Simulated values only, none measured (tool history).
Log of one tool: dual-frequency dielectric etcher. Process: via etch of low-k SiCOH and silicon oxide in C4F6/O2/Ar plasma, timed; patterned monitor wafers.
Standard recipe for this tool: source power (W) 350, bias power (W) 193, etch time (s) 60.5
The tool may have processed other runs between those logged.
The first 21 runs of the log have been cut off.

| run | hour | source power (W) | bias power (W) | etch time (s) | read-back reference wafer on the same gauge, depth_nm | mean etch depth across the wafer (nm) |
|---|---|---|---|---|---|---|
| 22 | 2017.4 | 380 | 193 | 76.0 | 197.1 | 227.6 |
| 23 | 2059.8 | 420 | 213 | 72.0 | 196.9 | 232.2 |
| 24 | 2103.8 | 280 | 165 | 71.5 | 196.7 | 170.1 |
|  | 2127.3 | gauge calibrated |
| 25 | 2141.3 | 350 | 193 | 60.5 | 197.2 | 173.9 |
| 26 | 2230.9 | 410 | 219 | 73.5 | 197.5 | 236.9 |
| 27 | 2274.9 | 350 | 193 | 60.5 | 197.2 | 172.6 |
| 28 | 2366.8 | 350 | 193 | 60.5 | 196.9 | 172.7 |
| 29 | 2439.4 | 260 | 227 | 50.0 | 196.3 | 118.8 |
| 30 | 2507.1 | 350 | 193 | 60.5 | 196.5 | 172.0 |

Each row is a separate what-if for the run after 30, all from the same tool condition, not one after another. Results?
| A | 2507.5 | 350 | 193 | 60.5 | ? | ? |
| B | 2507.5 | 430 | 218 | 46.5 | ? | ? |
| C | 2507.5 | 350 | 193 | 66.5 | ? | ? |

| run | read-back reference wafer on the same gauge, depth_nm | mean etch depth across the wafer (nm) |
|---|---|---|
| A | 197.1 | 171.9 |
| B | 197.1 | 152.4 |
| C | 197.1 | 188.9 |
With the hidden condition removed and each run's random variation left untouched, the same runs would have given:
| run | mean etch depth across the wafer (nm) |
|---|---|
| A | 175.8 |
| B | 155.8 |
| C | 193.2 |
